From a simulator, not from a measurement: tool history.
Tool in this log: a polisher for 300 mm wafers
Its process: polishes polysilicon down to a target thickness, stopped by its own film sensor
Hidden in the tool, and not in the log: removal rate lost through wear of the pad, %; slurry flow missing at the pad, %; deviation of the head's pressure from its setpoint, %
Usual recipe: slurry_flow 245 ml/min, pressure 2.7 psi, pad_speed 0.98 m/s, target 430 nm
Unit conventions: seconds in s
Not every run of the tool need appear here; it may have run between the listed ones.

run	day	slurry_flow	pressure	pad_speed	target	wafers since the last listed run	wafers polished on this pad	hours since the slurry nozzle was cleaned	hours since the head pressure was calibrated	incoming thickness of the incoming film, nm	seconds
1	0	290	2.7	0.98	430	0	339	719.6	1048.9	1203	101.5
2	0.679	290	2.7	0.98	430	124	464	735.9	1065.2	1182.1	99.8
3	1.521	245	2.2	0.98	430	154	619	756.1	1085.4	1209.4	120
4	1.967	245	2.7	0.76	430	81	701	766.8	1096.1	1186.1	130.3
# day 2.462: worn pad replaced by a new one
5	2.483	245	2.7	0.76	430	64	3	779.2	1108.5	1210	127.8
6	3.112	245	2.7	0.76	430	115	119	794.3	1123.6	1186.3	124.1
7	3.546	245	2.7	0.98	278	79	199	804.7	1134	1218.6	123.8
8	4.25	245	2.7	0.88	430	129	328	821.6	1150.9	1202.7	114.4
9	4.538	245	2.7	0.98	430	52	381	828.5	1157.8	1205.1	103.5
10	5.25	245	2.7	0.98	430	131	512	845.6	1174.9	1218.1	106.2
11	5.754	245	2.7	0.98	430	92	605	857.7	1187	1182.3	103.4
12	6.342	200	2.7	0.98	430	108	713	871.8	1201.1	1214.8	113.7
# day 6.779: worn pad replaced by a new one
13	6.862	200	2.7	0.98	430	65	15	884.3	1213.6	1177.9	105.4
14	7.571	200	2.7	0.98	430	130	145	901.3	1230.6	1202.8	108.8
# day 8.017: slurry nozzle cleaned
15	8.179	245	2.7	0.98	430	104	249	3.9	1245.2	1187.1	93
16	8.904	245	2.7	0.98	430	133	383	21.3	1262.6	1183.9	94.7
17	9.575	245	2.7	0.98	430	123	506	37.4	1278.7	1214.7	100.1
18	9.908	245	2.7	0.98	430	61	567	45.4	1286.7	1177.6	95.9
19	10.758	245	2.7	0.98	430	156	724	65.8	1307.1	1195.3	101.3

Run 20 is up next; what results do you expect?
20	11.312	245	2.7	0.98	223	101	826	79.1	1320.4	1183.4	?

{"run 20": {"seconds": 125}}
With the hidden condition absent and the run-to-run variation left alone, this run would have shown seconds 115 s.
